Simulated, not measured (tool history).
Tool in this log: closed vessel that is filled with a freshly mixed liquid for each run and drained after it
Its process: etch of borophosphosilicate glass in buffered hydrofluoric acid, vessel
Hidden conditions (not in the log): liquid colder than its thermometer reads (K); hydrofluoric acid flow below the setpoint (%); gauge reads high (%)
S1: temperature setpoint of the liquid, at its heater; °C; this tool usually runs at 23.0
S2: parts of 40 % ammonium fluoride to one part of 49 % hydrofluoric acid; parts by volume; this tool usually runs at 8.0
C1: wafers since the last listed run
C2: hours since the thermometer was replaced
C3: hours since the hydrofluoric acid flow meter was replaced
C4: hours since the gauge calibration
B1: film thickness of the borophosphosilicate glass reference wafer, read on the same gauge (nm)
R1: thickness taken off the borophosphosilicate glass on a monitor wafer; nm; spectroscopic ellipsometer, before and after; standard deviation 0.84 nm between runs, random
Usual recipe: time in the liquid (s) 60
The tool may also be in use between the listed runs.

run 1 day=0.000 | S1=23.0 S2=8.0 time_in_the_liquid_(s)=60 | C1=0 C2=188.2 C3=357.0 C4=285.1 | B1=80.01 | R1=219.45
run 2 day=0.358 | S1=23.0 S2=8.0 time_in_the_liquid_(s)=60 | C1=599 C2=196.8 C3=365.6 C4=293.7 | B1=80.01 | R1=220.52
run 3 day=0.825 | S1=23.0 S2=8.0 time_in_the_liquid_(s)=60 | C1=781 C2=208.0 C3=376.8 C4=304.9 | B1=80.01 | R1=218.97
run 4 day=1.538 | S1=23.0 S2=8.0 time_in_the_liquid_(s)=60 | C1=1192 C2=225.1 C3=393.9 C4=322.0 | B1=80.00 | R1=217.14
run 5 day=1.871 | S1=23.0 S2=8.0 time_in_the_liquid_(s)=60 | C1=557 C2=233.1 C3=401.9 C4=330.0 | B1=80.04 | R1=218.70
run 6 day=2.517 | S1=23.0 S2=8.0 time_in_the_liquid_(s)=60 | C1=1081 C2=248.6 C3=417.4 C4=345.5 | B1=79.98 | R1=217.42
run 7 day=2.825 | S1=23.0 S2=8.0 time_in_the_liquid_(s)=60 | C1=516 C2=256.0 C3=424.8 C4=352.9 | B1=80.01 | R1=215.40
run 8 day=3.346 | S1=20.5 S2=8.0 time_in_the_liquid_(s)=45 | C1=871 C2=268.5 C3=437.3 C4=365.4 | B1=80.04 | R1=142.27
run 9 day=3.700 | S1=20.5 S2=8.0 time_in_the_liquid_(s)=45 | C1=592 C2=277.0 C3=445.8 C4=373.9 | B1=80.01 | R1=142.40
run 10 day=4.192 | S1=20.5 S2=8.0 time_in_the_liquid_(s)=45 | C1=822 C2=288.8 C3=457.6 C4=385.7 | B1=79.99 | R1=141.35
run 11 day=4.850 | S1=23.0 S2=8.0 time_in_the_liquid_(s)=60 | C1=1101 C2=304.6 C3=473.4 C4=401.5 | B1=79.96 | R1=216.99
run 12 day=5.521 | S1=23.0 S2=8.0 time_in_the_liquid_(s)=60 | C1=1122 C2=320.7 C3=489.5 C4=417.6 | B1=79.99 | R1=214.83
run 13 day=6.008 | S1=23.0 S2=8.0 time_in_the_liquid_(s)=60 | C1=815 C2=332.4 C3=501.2 C4=429.3 | B1=79.99 | R1=215.81
run 14 day=6.429 | S1=23.0 S2=8.0 time_in_the_liquid_(s)=60 | C1=704 C2=342.5 C3=511.3 C4=439.4 | B1=79.99 | R1=216.89
run 15 day=6.971 | S1=18.5 S2=5.5 time_in_the_liquid_(s)=60 | C1=906 C2=355.5 C3=524.3 C4=452.4 | B1=80.02 | R1=242.85
run 16 day=8.658 | S1=19.5 S2=10.0 time_in_the_liquid_(s)=50 | C1=2824 C2=396.0 C3=564.8 C4=492.9 | B1=79.98 | R1=121.17
run 17 day=9.342 | S1=23.0 S2=8.0 time_in_the_liquid_(s)=60 | C1=1143 C2=412.4 C3=581.2 C4=509.3 | B1=79.98 | R1=215.05
-- day=9.642 gauge calibrated
run 18 day=10.033 | S1=25.5 S2=8.0 time_in_the_liquid_(s)=60 | C1=1157 C2=429.0 C3=597.8 C4=9.4 | B1=80.01 | R1=245.35
-- day=10.138 thermometer replaced
run 19 day=10.658 | S1=23.0 S2=8.0 time_in_the_liquid_(s)=60 | C1=976 C2=12.5 C3=612.8 C4=24.4 | B1=80.00 | R1=218.58
run 20 day=11.171 | S1=23.0 S2=10.0 time_in_the_liquid_(s)=45 | C1=857 C2=24.8 C3=625.1 C4=36.7 | B1=80.00 | R1=134.81
-- day=11.662 hydrofluoric acid flow meter replaced
run 21 day=13.342 | S1=23.0 S2=8.0 time_in_the_liquid_(s)=60 | C1=3563 C2=76.9 C3=40.3 C4=88.8 | B1=80.02 | R1=223.38
run 22 day=14.650 | S1=23.0 S2=8.0 time_in_the_liquid_(s)=60 | C1=2189 C2=108.3 C3=71.7 C4=120.2 | B1=80.00 | R1=221.50
run 23 day=15.112 | S1=23.0 S2=8.0 time_in_the_liquid_(s)=45 | C1=774 C2=119.4 C3=82.8 C4=131.3 | B1=79.98 | R1=165.48
run 24 day=15.512 | S1=23.0 S2=5.5 time_in_the_liquid_(s)=90 | C1=669 C2=129.0 C3=92.4 C4=140.9 | B1=79.97 | R1=477.88
run 25 day=16.100 | S1=27.5 S2=6.0 time_in_the_liquid_(s)=95 | C1=983 C2=143.1 C3=106.5 C4=155.0 | B1=79.97 | R1=592.57
run 26 day=16.617 | S1=26.0 S2=8.0 time_in_the_liquid_(s)=60 | C1=864 C2=155.5 C3=118.9 C4=167.4 | B1=79.96 | R1=261.55
run 27 day=17.271 | S1=23.0 S2=8.0 time_in_the_liquid_(s)=60 | C1=1094 C2=171.2 C3=134.6 C4=183.1 | B1=80.02 | R1=219.87
run 28 day=17.600 | S1=19.0 S2=6.5 time_in_the_liquid_(s)=50 | C1=550 C2=179.1 C3=142.5 C4=191.0 | B1=80.00 | R1=184.24
run 29 day=17.988 | S1=25.5 S2=8.0 time_in_the_liquid_(s)=40 | C1=648 C2=188.4 C3=151.8 C4=200.3 | B1=80.00 | R1=168.52
run 30 day=18.592 | S1=26.0 S2=8.0 time_in_the_liquid_(s)=60 | C1=1011 C2=202.9 C3=166.3 C4=214.8 | B1=79.98 | R1=259.67
run 31 day=18.946 | S1=23.0 S2=8.0 time_in_the_liquid_(s)=35 | C1=592 C2=211.4 C3=174.8 C4=223.3 | B1=80.00 | R1=128.36

Measured result minus the same run's result without the hidden state. Both carry the same run-to-run variation, though not necessarily the same gauge scatter:
run=1 R1=-7.20
run=2 R1=-7.42
run=3 R1=-7.70
run=4 R1=-8.03
run=5 R1=-8.28
run=6 R1=-8.59
run=7 R1=-8.70
run=8 R1=-6.01
run=9 R1=-6.14
run=10 R1=-6.32
run=11 R1=-9.99
run=12 R1=-10.28
run=13 R1=-10.66
run=14 R1=-10.91
run=15 R1=-11.54
run=16 R1=-6.58
run=17 R1=-12.62
run=18 R1=-14.68
run=19 R1=-7.61
run=20 R1=-4.50
run=21 R1=-3.02
run=22 R1=-3.73
run=23 R1=-3.04
run=24 R1=-8.84
run=25 R1=-11.59
run=26 R1=-5.76
run=27 R1=-5.29
run=28 R1=-4.49
run=29 R1=-4.27
run=30 R1=-7.00
run=31 R1=-3.63

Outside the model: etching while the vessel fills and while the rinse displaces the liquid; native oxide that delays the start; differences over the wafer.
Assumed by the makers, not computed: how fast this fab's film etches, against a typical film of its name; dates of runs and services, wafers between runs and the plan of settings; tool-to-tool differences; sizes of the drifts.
